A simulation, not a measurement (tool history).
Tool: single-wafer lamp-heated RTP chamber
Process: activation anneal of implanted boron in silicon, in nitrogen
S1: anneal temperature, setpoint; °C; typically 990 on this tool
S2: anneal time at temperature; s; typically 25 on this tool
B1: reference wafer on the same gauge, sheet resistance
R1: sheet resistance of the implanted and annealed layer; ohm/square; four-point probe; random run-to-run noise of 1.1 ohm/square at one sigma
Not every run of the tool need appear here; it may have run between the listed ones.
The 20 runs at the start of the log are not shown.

run	hour	S1	S2	B1	R1
# hour 1153.1: reflector plate cleaned
21	1169.4	976	11	215.87	280.08
22	1218.5	990	25	216.09	264.65
23	1255.7	990	25	216.11	263.84
24	1315.8	976	38	216.34	268.11
25	1374.1	999	31	216.10	260.03
26	1421.8	1012	38	216.03	257.93
# hour 1446.0: pyrometer window cleaned and pyrometer calibrated
27	1466.4	1003	36	215.93	260.24
28	1522.3	1015	18	216.11	259.56
29	1554.0	990	25	215.93	262.43
# hour 1575.2: reflector plate cleaned, repeated, since the last time left the tool worse
30	1611.6	1007	31	215.83	260.30
31	1667.7	990	25	215.96	268.88
32	1735.6	1013	16	215.87	261.84

Forecast each of these 4 alternatives for the next run:
A	1736.0	990	19	?	?
B	1736.0	972	37	?	?
C	1736.0	967	37	?	?
D	1736.0	970	15	?	?

run	B1	R1
A	215.96	272.01
B	215.96	281.54
C	215.96	287.28
D	215.96	296.05
What these runs would have given with no unlogged condition in the tool:
run	R1
A	273.16
B	283.39
C	289.54
D	298.99
